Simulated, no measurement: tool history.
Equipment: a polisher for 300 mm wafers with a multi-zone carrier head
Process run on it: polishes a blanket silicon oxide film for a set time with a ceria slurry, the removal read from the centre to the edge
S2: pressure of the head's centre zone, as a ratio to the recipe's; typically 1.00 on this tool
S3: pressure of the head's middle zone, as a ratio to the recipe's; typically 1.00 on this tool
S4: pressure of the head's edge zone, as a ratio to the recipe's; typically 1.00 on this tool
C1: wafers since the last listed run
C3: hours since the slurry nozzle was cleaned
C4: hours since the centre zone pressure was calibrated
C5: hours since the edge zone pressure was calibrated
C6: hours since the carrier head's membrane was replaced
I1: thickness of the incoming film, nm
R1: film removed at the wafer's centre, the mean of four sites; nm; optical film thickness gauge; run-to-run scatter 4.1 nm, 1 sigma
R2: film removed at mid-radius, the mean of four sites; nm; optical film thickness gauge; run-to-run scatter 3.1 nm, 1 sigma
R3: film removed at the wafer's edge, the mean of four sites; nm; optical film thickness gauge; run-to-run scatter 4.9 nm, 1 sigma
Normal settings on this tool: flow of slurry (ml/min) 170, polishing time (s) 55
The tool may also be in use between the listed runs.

run 1 day=0.000 | flow_of_slurry_(ml/min)=170 S2=1.00 S3=1.00 S4=1.05 polishing_time_(s)=55 | C1=0 wafers_polished_on_this_pad=5189 C3=497.3 C4=322.0 C5=803.9 C6=1522.6 | I1=1035.7 | R1=357.9 R2=363.4 R3=368.3
-- day=1.392 carrier head's membrane replaced by a new one
-- day=2.350 edge zone pressure recalibrated
run 2 day=2.508 | flow_of_slurry_(ml/min)=170 S2=1.00 S3=1.00 S4=1.00 polishing_time_(s)=55 | C1=756 wafers_polished_on_this_pad=5945 C3=557.5 C4=382.2 C5=3.8 C6=26.8 | I1=1060.8 | R1=363.2 R2=364.9 R3=358.7
run 3 day=5.804 | flow_of_slurry_(ml/min)=170 S2=1.00 S3=1.00 S4=1.00 polishing_time_(s)=71 | C1=1124 wafers_polished_on_this_pad=7070 C3=636.6 C4=461.3 C5=82.9 C6=105.9 | I1=1046.1 | R1=481.2 R2=473.7 R3=468.1
run 4 day=8.458 | flow_of_slurry_(ml/min)=170 S2=1.00 S3=1.00 S4=1.00 polishing_time_(s)=55 | C1=905 wafers_polished_on_this_pad=7976 C3=700.3 C4=525.0 C5=146.6 C6=169.6 | I1=1061.3 | R1=366.0 R2=360.8 R3=360.0
-- day=11.071 centre zone pressure recalibrated
run 5 day=12.800 | flow_of_slurry_(ml/min)=170 S2=0.90 S3=0.89 S4=1.08 polishing_time_(s)=55 | C1=1453 wafers_polished_on_this_pad=9429 C3=804.5 C4=41.5 C5=250.8 C6=273.8 | I1=1072.8 | R1=320.9 R2=330.8 R3=372.5
-- day=13.988 worn pad replaced by a new one
-- day=14.092 slurry nozzle cleaned
run 6 day=16.146 | flow_of_slurry_(ml/min)=200 S2=1.00 S3=1.00 S4=1.00 polishing_time_(s)=55 | C1=1070 wafers_polished_on_this_pad=722 C3=49.3 C4=121.8 C5=331.1 C6=354.1 | I1=1057.6 | R1=373.3 R2=375.3 R3=369.1
run 7 day=18.188 | flow_of_slurry_(ml/min)=195 S2=0.94 S3=0.95 S4=1.00 polishing_time_(s)=73 | C1=696 wafers_polished_on_this_pad=1418 C3=98.3 C4=170.8 C5=380.1 C6=403.1 | I1=1060.1 | R1=478.0 R2=478.1 R3=493.8
run 8 day=21.838 | flow_of_slurry_(ml/min)=170 S2=1.00 S3=1.00 S4=0.88 polishing_time_(s)=40 | C1=1245 wafers_polished_on_this_pad=2664 C3=185.9 C4=258.4 C5=467.7 C6=490.7 | I1=1060.3 | R1=268.2 R2=268.0 R3=249.6
run 9 day=23.354 | flow_of_slurry_(ml/min)=170 S2=1.00 S3=1.00 S4=0.96 polishing_time_(s)=55 | C1=517 wafers_polished_on_this_pad=3181 C3=222.3 C4=294.8 C5=504.1 C6=527.1 | I1=1068.5 | R1=361.7 R2=364.2 R3=357.5
run 10 day=27.846 | flow_of_slurry_(ml/min)=170 S2=1.05 S3=1.00 S4=1.08 polishing_time_(s)=55 | C1=1532 wafers_polished_on_this_pad=4714 C3=330.1 C4=402.6 C5=611.9 C6=634.9 | I1=1068.1 | R1=378.0 R2=365.5 R3=375.9
run 11 day=29.800 | flow_of_slurry_(ml/min)=170 S2=0.93 S3=1.00 S4=1.00 polishing_time_(s)=55 | C1=666 wafers_polished_on_this_pad=5381 C3=377.0 C4=449.5 C5=658.8 C6=681.8 | I1=1066.3 | R1=338.2 R2=363.9 R3=355.2
run 12 day=32.767 | flow_of_slurry_(ml/min)=170 S2=1.09 S3=1.00 S4=0.92 polishing_time_(s)=55 | C1=1012 wafers_polished_on_this_pad=6394 C3=448.2 C4=520.7 C5=730.0 C6=753.0 | I1=1049.4 | R1=396.4 R2=373.1 R3=345.3
-- day=33.875 centre zone pressure recalibrated
-- day=36.075 edge zone pressure recalibrated
-- day=36.133 worn pad replaced by a new one
run 13 day=36.154 | flow_of_slurry_(ml/min)=170 S2=1.00 S3=1.00 S4=1.00 polishing_time_(s)=55 | C1=1078 wafers_polished_on_this_pad=6 C3=529.5 C4=54.7 C5=1.9 C6=834.3 | I1=1054.9 | R1=355.8 R2=362.8 R3=374.7
run 14 day=38.112 | flow_of_slurry_(ml/min)=230 S2=1.00 S3=1.00 S4=1.00 polishing_time_(s)=55 | C1=668 wafers_polished_on_this_pad=675 C3=576.5 C4=101.7 C5=48.9 C6=881.3 | I1=1060.7 | R1=386.2 R2=381.2 R3=374.6
run 15 day=40.454 | flow_of_slurry_(ml/min)=170 S2=1.00 S3=1.00 S4=1.00 polishing_time_(s)=55 | C1=799 wafers_polished_on_this_pad=1474 C3=632.7 C4=157.9 C5=105.1 C6=937.5 | I1=1049.9 | R1=361.9 R2=369.0 R3=370.7
-- day=41.492 slurry nozzle cleaned
run 16 day=41.988 | flow_of_slurry_(ml/min)=210 S2=1.00 S3=1.00 S4=1.09 polishing_time_(s)=55 | C1=509 wafers_polished_on_this_pad=1983 C3=11.9 C4=194.7 C5=141.9 C6=974.3 | I1=1054.9 | R1=376.4 R2=377.8 R3=389.9
run 17 day=44.704 | flow_of_slurry_(ml/min)=170 S2=1.00 S3=1.00 S4=1.00 polishing_time_(s)=55 | C1=927 wafers_polished_on_this_pad=2910 C3=77.1 C4=259.9 C5=207.1 C6=1039.5 | I1=1042.9 | R1=369.2 R2=364.2 R3=364.5
run 18 day=46.425 | flow_of_slurry_(ml/min)=170 S2=1.00 S3=1.00 S4=1.00 polishing_time_(s)=55 | C1=587 wafers_polished_on_this_pad=3497 C3=118.4 C4=301.2 C5=248.4 C6=1080.8 | I1=1071.9 | R1=362.3 R2=364.3 R3=361.1
run 19 day=48.138 | flow_of_slurry_(ml/min)=170 S2=1.00 S3=1.00 S4=1.00 polishing_time_(s)=55 | C1=584 wafers_polished_on_this_pad=4082 C3=159.5 C4=342.3 C5=289.5 C6=1121.9 | I1=1054.7 | R1=363.8 R2=365.8 R3=355.9
run 20 day=53.775 | flow_of_slurry_(ml/min)=170 S2=0.88 S3=0.96 S4=0.96 polishing_time_(s)=55 | C1=1923 wafers_polished_on_this_pad=6005 C3=294.8 C4=477.6 C5=424.8 C6=1257.2 | I1=1047.9 | R1=323.6 R2=357.0 R3=353.1
run 21 day=56.038 | flow_of_slurry_(ml/min)=170 S2=1.00 S3=0.90 S4=1.00 polishing_time_(s)=72 | C1=772 wafers_polished_on_this_pad=6778 C3=349.1 C4=531.9 C5=479.1 C6=1311.5 | I1=1065.4 | R1=477.6 R2=441.1 R3=478.8

Describe how what the log doesn't record of the tool's condition differs between the last listed run preceding each entry between runs and the first listed run following it.
After run 1, before run 2: carrier head's membrane replaced by a new one (day 1.392); edge zone pressure recalibrated (day 2.350)
  both runs share identical hidden conditions
After run 4, before run 5: centre zone pressure recalibrated (day 11.071)
  both runs share identical hidden conditions
After run 5, before run 6: worn pad replaced by a new one (day 13.988); slurry nozzle cleaned (day 14.092)
  both runs share identical hidden conditions
After run 12, before run 13: centre zone pressure recalibrated (day 33.875); edge zone pressure recalibrated (day 36.075); worn pad replaced by a new one (day 36.133)
  both runs share identical hidden conditions
After run 15, before run 16: slurry nozzle cleaned (day 41.492)
  both runs share identical hidden conditions
